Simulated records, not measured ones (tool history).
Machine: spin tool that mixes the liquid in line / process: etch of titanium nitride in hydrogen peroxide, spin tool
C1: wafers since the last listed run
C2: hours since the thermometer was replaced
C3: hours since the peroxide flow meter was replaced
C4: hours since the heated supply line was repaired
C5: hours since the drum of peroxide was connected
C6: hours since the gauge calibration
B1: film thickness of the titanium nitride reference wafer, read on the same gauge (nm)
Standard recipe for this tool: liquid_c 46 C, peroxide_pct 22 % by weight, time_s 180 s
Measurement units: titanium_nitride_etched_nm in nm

Run 1, hour 0: usual settings but time_s 95 s; C1 0; C2 2129.7; C3 12.5; C4 884.3; C5 829.6; C6 1196.8; B1 149.988. Result: titanium_nitride_etched_nm 1.751 nm.
At hour 33.9: new drum of peroxide connected.
Run 2, hour 63.4: usual settings but peroxide_pct 17 % by weight, time_s 215 s; C1 333; C2 2193.1; C3 75.9; C4 947.7; C5 29.5; C6 1260.2; B1 149.976. Result: titanium_nitride_etched_nm 3.738 nm.
Run 3, hour 159.8: usual settings but peroxide_pct 17 % by weight, time_s 215 s; C1 514; C2 2289.5; C3 172.3; C4 1044.1; C5 125.9; C6 1356.6; B1 150.007. Result: titanium_nitride_etched_nm 3.682 nm.
Run 4, hour 229.5: usual settings but peroxide_pct 17 % by weight, time_s 215 s; C1 371; C2 2359.2; C3 242; C4 1113.8; C5 195.6; C6 1426.3; B1 150.004. Result: titanium_nitride_etched_nm 3.703 nm.
At hour 302.5: gauge calibrated.
Run 5, hour 311.5: usual settings but peroxide_pct 26 % by weight, time_s 110 s; C1 437; C2 2441.2; C3 324; C4 1195.8; C5 277.6; C6 9; B1 149.977. Result: titanium_nitride_etched_nm 2.066 nm.
Run 6, hour 366.2: usual settings; C1 291; C2 2495.9; C3 378.7; C4 1250.5; C5 332.3; C6 63.7; B1 149.996. Result: titanium_nitride_etched_nm 3.201 nm.
At hour 418.7: peroxide flow meter replaced.
Run 7, hour 450.9: usual settings; C1 446; C2 2580.6; C3 32.2; C4 1335.2; C5 417; C6 148.4; B1 149.997. Result: titanium_nitride_etched_nm 3.272 nm.
Run 8, hour 521.5: usual settings; C1 376; C2 2651.2; C3 102.8; C4 1405.8; C5 487.6; C6 219; B1 149.993. Result: titanium_nitride_etched_nm 3.254 nm.
At hour 558.2: thermometer replaced.
Run 9, hour 571.5: usual settings; C1 261; C2 13.3; C3 152.8; C4 1455.8; C5 537.6; C6 269; B1 150.008. Result: titanium_nitride_etched_nm 3.533 nm.
Run 10, hour 612.4: usual settings; C1 218; C2 54.2; C3 193.7; C4 1496.7; C5 578.5; C6 309.9; B1 149.991. Result: titanium_nitride_etched_nm 3.59 nm.
Run 11, hour 679.2: usual settings but liquid_c 53.5 C, peroxide_pct 25.5 % by weight, time_s 70 s; C1 356; C2 121; C3 260.5; C4 1563.5; C5 645.3; C6 376.7; B1 149.993. Result: titanium_nitride_etched_nm 2.46 nm.
Run 12, hour 724.8: usual settings but peroxide_pct 20 % by weight, time_s 250 s; C1 243; C2 166.6; C3 306.1; C4 1609.1; C5 690.9; C6 422.3; B1 149.996. Result: titanium_nitride_etched_nm 4.816 nm.
At hour 750.8: heated supply line repaired.
Run 13, hour 806.6: usual settings but liquid_c 41 C, peroxide_pct 16 % by weight; C1 431; C2 248.4; C3 387.9; C4 55.8; C5 772.7; C6 504.1; B1 149.992. Result: titanium_nitride_etched_nm 2.264 nm.
Run 14, hour 846.8: usual settings but liquid_c 36.5 C, peroxide_pct 27.5 % by weight, time_s 210 s; C1 214; C2 288.6; C3 428.1; C4 96; C5 812.9; C6 544.3; B1 150.036. Result: titanium_nitride_etched_nm 2.073 nm.
At hour 851.6: peroxide flow meter replaced.
Run 15, hour 901: usual settings but time_s 150 s; C1 283; C2 342.8; C3 49.4; C4 150.2; C5 867.1; C6 598.5; B1 149.97. Result: titanium_nitride_etched_nm 2.969 nm.
Run 16, hour 984.3: usual settings; C1 444; C2 426.1; C3 132.7; C4 233.5; C5 950.4; C6 681.8; B1 150.005. Result: titanium_nitride_etched_nm 3.493 nm.
At hour 1056.8: new drum of peroxide connected.
Run 17, hour 1089.3: usual settings but liquid_c 41.5 C, time_s 215 s; C1 555; C2 531.1; C3 237.7; C4 338.5; C5 32.5; C6 786.8; B1 150.021. Result: titanium_nitride_etched_nm 2.968 nm.
Run 18, hour 1171.9: usual settings but liquid_c 53.5 C, peroxide_pct 27.5 % by weight; C1 440; C2 613.7; C3 320.3; C4 421.1; C5 115.1; C6 869.4; B1 150.004. Result: titanium_nitride_etched_nm 6.258 nm.
Run 19, hour 1222.6: usual settings but liquid_c 39 C, peroxide_pct 24.5 % by weight, time_s 275 s; C1 270; C2 664.4; C3 371; C4 471.8; C5 165.8; C6 920.1; B1 150.034. Result: titanium_nitride_etched_nm 3.238 nm.
At hour 1234.1: peroxide flow meter replaced.
Run 20, hour 1271.2: usual settings; C1 254; C2 713; C3 37.1; C4 520.4; C5 214.4; C6 968.7; B1 150. Result: titanium_nitride_etched_nm 3.466 nm.
Run 21, hour 1358.6: usual settings but peroxide_pct 27.5 % by weight, time_s 125 s; C1 466; C2 800.4; C3 124.5; C4 607.8; C5 301.8; C6 1056.1; B1 150.035. Result: titanium_nitride_etched_nm 2.525 nm.
Run 22, hour 1445: usual settings but time_s 280 s; C1 461; C2 886.8; C3 210.9; C4 694.2; C5 388.2; C6 1142.5; B1 149.977. Result: titanium_nitride_etched_nm 5.415 nm.
Run 23, hour 1483.9: usual settings; C1 207; C2 925.7; C3 249.8; C4 733.1; C5 427.1; C6 1181.4; B1 150.009. Result: titanium_nitride_etched_nm 3.48 nm.
Run 24, hour 1565.9: usual settings but liquid_c 37 C, peroxide_pct 28 % by weight, time_s 125 s; C1 437; C2 1007.7; C3 331.8; C4 815.1; C5 509.1; C6 1263.4; B1 149.992. Result: titanium_nitride_etched_nm 1.259 nm.
At hour 1635.6: peroxide flow meter replaced.
Run 25, hour 1658.4: usual settings but liquid_c 50 C, time_s 145 s; C1 488; C2 1100.2; C3 22.8; C4 907.6; C5 601.6; C6 1355.9; B1 150.009. Result: titanium_nitride_etched_nm 3.721 nm.
Run 26, hour 1766.1: usual settings but liquid_c 39 C, peroxide_pct 24.5 % by weight, time_s 275 s; C1 574; C2 1207.9; C3 130.5; C4 1015.3; C5 709.3; C6 1463.6; B1 150.017. Result: titanium_nitride_etched_nm 3.127 nm.

Below, each run's measurement less what the same run would have read without the hidden state. Both values contain the same run-to-run variation, but the gauge's scatter may not be the same in both:
What the log doesn't record here: liquid colder than its thermometer reads (K); peroxide flow below the setpoint (%); temperature lost on the way to the wafer (K); peroxide weaker than its label (%); gauge reads high (%).
run  titanium_nitride_etched_nm
  1                      -0.145
  2                      -0.318
  3                      -0.328
  4                      -0.339
  5                      -0.196
  6                      -0.311
  7                      -0.329
  8                      -0.338
  9                       -0.01
 10                      -0.016
 11                      -0.016
 12                      -0.043
 13                      -0.027
 14                      -0.028
 15                      -0.044
 16                      -0.062
 17                      -0.066
 18                      -0.148
 19                      -0.092
 20                      -0.099
 21                       -0.08
 22                      -0.188
 23                      -0.126
 24                      -0.052
 25                      -0.157
 26                      -0.154

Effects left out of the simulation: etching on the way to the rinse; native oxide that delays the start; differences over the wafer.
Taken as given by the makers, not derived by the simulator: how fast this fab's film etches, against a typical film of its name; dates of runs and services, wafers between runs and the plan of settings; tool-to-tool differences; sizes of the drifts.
